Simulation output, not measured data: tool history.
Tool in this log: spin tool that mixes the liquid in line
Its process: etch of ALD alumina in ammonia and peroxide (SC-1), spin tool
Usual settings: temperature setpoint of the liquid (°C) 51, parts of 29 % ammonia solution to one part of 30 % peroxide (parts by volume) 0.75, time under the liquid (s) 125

run   hour  temperature setpoint of the liquid (°C)  parts of 29 % ammonia solution to one part of 30 % peroxide (parts by volume)  time under the liquid (s)  read-back film thickness of the ALD alumina reference wafer, read on the same gauge (nm)  thickness taken off the ALD alumina on a monitor wafer (nm)
  1      0                                       51                                                                           0.75                         85                                                                                       130                                                         7.07
  2   14.1                                       51                                                                           0.75                         80                                                                                       130                                                         6.71
  3   26.9                                       43                                                                           0.75                        200                                                                                    129.99                                                        10.61
  4   40.8                                       51                                                                           0.75                        150                                                                                    129.98                                                        12.54
  5   57.2                                       56                                                                           1.05                         65                                                                                    129.99                                                         7.32
  6   64.2                                     54.5                                                                           0.75                        160                                                                                    129.98                                                        16.16
  7   76.1                                       57                                                                            1.1                        125                                                                                       130                                                        14.94
  8   86.3                                       48                                                                            0.6                        125                                                                                    129.98                                                          8.7
  9   97.4                                       51                                                                           0.35                        165                                                                                    130.01                                                        12.79
 10  110.5                                       57                                                                           0.55                         85                                                                                    129.99                                                         9.52
 11  116.9                                       51                                                                           0.75                         85                                                                                    130.01                                                         7.09
 12  124.1                                       51                                                                              1                        125                                                                                       130                                                        10.73
 13  135.7                                       51                                                                           0.75                        125                                                                                       130                                                        10.45
     139.3  -- new drum of ammonia solution connected
 14  148.1                                       57                                                                           0.75                        100                                                                                    130.01                                                        11.63
       164  -- gauge calibrated
     164.2  -- ammonia flow meter replaced
 15  164.7                                       59                                                                            0.4                        125                                                                                       130                                                        15.06
 16  180.5                                       47                                                                            0.9                        125                                                                                    130.02                                                         8.65
 17  189.1                                       51                                                                           0.75                         55                                                                                    130.01                                                         4.64
 18  197.1                                       51                                                                           0.75                        125                                                                                    129.98                                                        10.55
 19  207.6                                     48.5                                                                           1.05                        150                                                                                    130.01                                                        11.42
 20  220.7                                       44                                                                           0.85                        125                                                                                       130                                                         7.22
 21  235.5                                       61                                                                           1.05                        190                                                                                    130.02                                                        28.31
 22  250.4                                     43.5                                                                            1.1                        200                                                                                    130.01                                                        11.51
 23  263.5                                       51                                                                           0.75                        125                                                                                    130.02                                                        10.52
 24  273.6                                     48.5                                                                           0.95                        125                                                                                    130.02                                                         9.38

Some steps in thickness taken off the ALD alumina on a monitor wafer (nm), run to run, broken into two amounts with sign: the step expected even without the hidden condition (settings, incoming material, random variation), and the rest, left for the hidden condition together with whatever gauge scatter is not in both the measured and the hidden-condition-free result:
Hidden state at play: liquid hotter than its thermometer reads (K); ammonia flow below the setpoint (%); temperature lost on the way to the wafer (K); ammonia solution weaker than its label (%); gauge reads high (%).
Run 20 -> 21: temperature setpoint of the liquid (°C) 44 -> 61, parts of 29 % ammonia solution to one part of 30 % peroxide (parts by volume) 0.85 -> 1.05, time under the liquid (s) 125 -> 190. thickness taken off the ALD alumina on a monitor wafer (nm) +21.09: hidden state +0.18, all else +20.91.
Run 21 -> 22: temperature setpoint of the liquid (°C) 61 -> 43.5, parts of 29 % ammonia solution to one part of 30 % peroxide (parts by volume) 1.05 -> 1.1, time under the liquid (s) 190 -> 200. thickness taken off the ALD alumina on a monitor wafer (nm) -16.8: hidden state -0.14, all else -16.66.
